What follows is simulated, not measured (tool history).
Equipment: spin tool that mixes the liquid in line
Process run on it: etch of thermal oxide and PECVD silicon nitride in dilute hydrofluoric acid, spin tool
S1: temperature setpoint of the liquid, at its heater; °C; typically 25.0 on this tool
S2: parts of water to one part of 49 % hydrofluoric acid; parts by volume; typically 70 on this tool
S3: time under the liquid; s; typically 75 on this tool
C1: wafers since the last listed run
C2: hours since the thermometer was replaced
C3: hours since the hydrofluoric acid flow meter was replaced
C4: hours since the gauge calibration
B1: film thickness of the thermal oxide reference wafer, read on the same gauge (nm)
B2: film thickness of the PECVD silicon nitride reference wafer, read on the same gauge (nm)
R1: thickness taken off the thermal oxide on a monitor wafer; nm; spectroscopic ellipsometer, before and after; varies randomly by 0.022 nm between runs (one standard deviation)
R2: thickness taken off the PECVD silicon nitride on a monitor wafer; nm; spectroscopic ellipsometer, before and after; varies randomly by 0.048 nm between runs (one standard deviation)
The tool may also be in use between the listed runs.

run 1 day=0.000 | S1=25.0 S2=70 S3=75 | C1=0 C2=1116.1 C3=381.2 C4=68.5 | B1=119.99 B2=100.02 | R1=6.03 R2=7.16
run 2 day=0.917 | S1=25.0 S2=70 S3=75 | C1=178 C2=1138.1 C3=403.2 C4=90.5 | B1=119.99 B2=100.00 | R1=6.10 R2=7.16
run 3 day=1.725 | S1=25.0 S2=70 S3=75 | C1=157 C2=1157.5 C3=422.6 C4=109.9 | B1=119.94 B2=100.01 | R1=6.07 R2=7.22
run 4 day=2.796 | S1=25.0 S2=70 S3=75 | C1=208 C2=1183.2 C3=448.3 C4=135.6 | B1=120.00 B2=100.03 | R1=6.07 R2=7.12
run 5 day=3.958 | S1=25.0 S2=70 S3=75 | C1=226 C2=1211.1 C3=476.2 C4=163.5 | B1=119.95 B2=99.98 | R1=6.10 R2=7.31
run 6 day=4.604 | S1=25.0 S2=70 S3=75 | C1=125 C2=1226.6 C3=491.7 C4=179.0 | B1=119.99 B2=99.98 | R1=6.08 R2=7.25
run 7 day=5.517 | S1=25.0 S2=70 S3=75 | C1=177 C2=1248.5 C3=513.6 C4=200.9 | B1=120.03 B2=100.03 | R1=6.13 R2=7.23
run 8 day=6.338 | S1=25.0 S2=70 S3=75 | C1=159 C2=1268.2 C3=533.3 C4=220.6 | B1=120.02 B2=100.01 | R1=6.12 R2=7.20
run 9 day=7.004 | S1=25.0 S2=70 S3=75 | C1=129 C2=1284.2 C3=549.3 C4=236.6 | B1=119.99 B2=99.97 | R1=6.10 R2=7.25
run 10 day=8.133 | S1=25.0 S2=70 S3=75 | C1=220 C2=1311.3 C3=576.4 C4=263.7 | B1=120.00 B2=100.00 | R1=6.14 R2=7.21
-- day=8.508 hydrofluoric acid flow meter replaced
run 11 day=8.821 | S1=28.0 S2=90 S3=55 | C1=125 C2=1327.8 C3=7.5 C4=280.2 | B1=120.01 B2=99.98 | R1=3.95 R2=5.26
run 12 day=10.292 | S1=25.0 S2=70 S3=50 | C1=286 C2=1363.1 C3=42.8 C4=315.5 | B1=120.00 B2=99.98 | R1=4.26 R2=5.03
-- day=10.779 gauge calibrated
-- day=13.938 hydrofluoric acid flow meter replaced, repeated, since the last time left the tool worse
run 13 day=14.671 | S1=21.5 S2=85 S3=95 | C1=845 C2=1468.2 C3=17.6 C4=93.4 | B1=120.01 B2=99.96 | R1=5.22 R2=5.79
run 14 day=15.846 | S1=21.5 S2=50 S3=95 | C1=229 C2=1496.4 C3=45.8 C4=121.6 | B1=120.02 B2=100.01 | R1=9.29 R2=9.81
-- day=16.233 thermometer replaced
run 15 day=16.829 | S1=25.0 S2=70 S3=75 | C1=183 C2=14.3 C3=69.4 C4=145.2 | B1=119.98 B2=100.04 | R1=5.95 R2=7.03
run 16 day=17.950 | S1=27.0 S2=70 S3=45 | C1=218 C2=41.2 C3=96.3 C4=172.1 | B1=120.01 B2=99.97 | R1=3.84 R2=4.83
run 17 day=18.725 | S1=20.5 S2=70 S3=105 | C1=151 C2=59.8 C3=114.9 C4=190.7 | B1=119.99 B2=100.02 | R1=6.96 R2=7.44
run 18 day=19.888 | S1=25.0 S2=70 S3=75 | C1=226 C2=87.7 C3=142.8 C4=218.6 | B1=120.03 B2=99.99 | R1=5.99 R2=7.10
run 19 day=20.788 | S1=29.0 S2=40 S3=110 | C1=175 C2=109.3 C3=164.4 C4=240.2 | B1=120.02 B2=100.02 | R1=18.78 R2=23.50
run 20 day=22.762 | S1=25.0 S2=70 S3=75 | C1=384 C2=156.7 C3=211.8 C4=287.6 | B1=119.98 B2=100.00 | R1=6.00 R2=7.18

Predict each of these 3 candidate next runs independently; none follows another, all start after run 20:
run A day=22.779 | S1=25.0 S2=70 S3=60 | C1=3 C2=157.1 C3=212.2 C4=288.0 | B1=? B2=? | R1=? R2=?
run B day=22.779 | S1=21.0 S2=60 S3=75 | C1=3 C2=157.1 C3=212.2 C4=288.0 | B1=? B2=? | R1=? R2=?
run C day=22.779 | S1=28.5 S2=45 S3=105 | C1=3 C2=157.1 C3=212.2 C4=288.0 | B1=? B2=? | R1=? R2=?

run=A B1=120.03 B2=100.00 R1=4.82 R2=5.69
run=B B1=120.03 B2=100.00 R1=6.03 R2=6.32
run=C B1=120.03 B2=100.00 R1=15.61 R2=19.39
What these runs would have given with no unlogged condition in the tool:
run=A R1=4.71 R2=5.58
run=B R1=5.91 R2=6.20
run=C R1=15.28 R2=19.01

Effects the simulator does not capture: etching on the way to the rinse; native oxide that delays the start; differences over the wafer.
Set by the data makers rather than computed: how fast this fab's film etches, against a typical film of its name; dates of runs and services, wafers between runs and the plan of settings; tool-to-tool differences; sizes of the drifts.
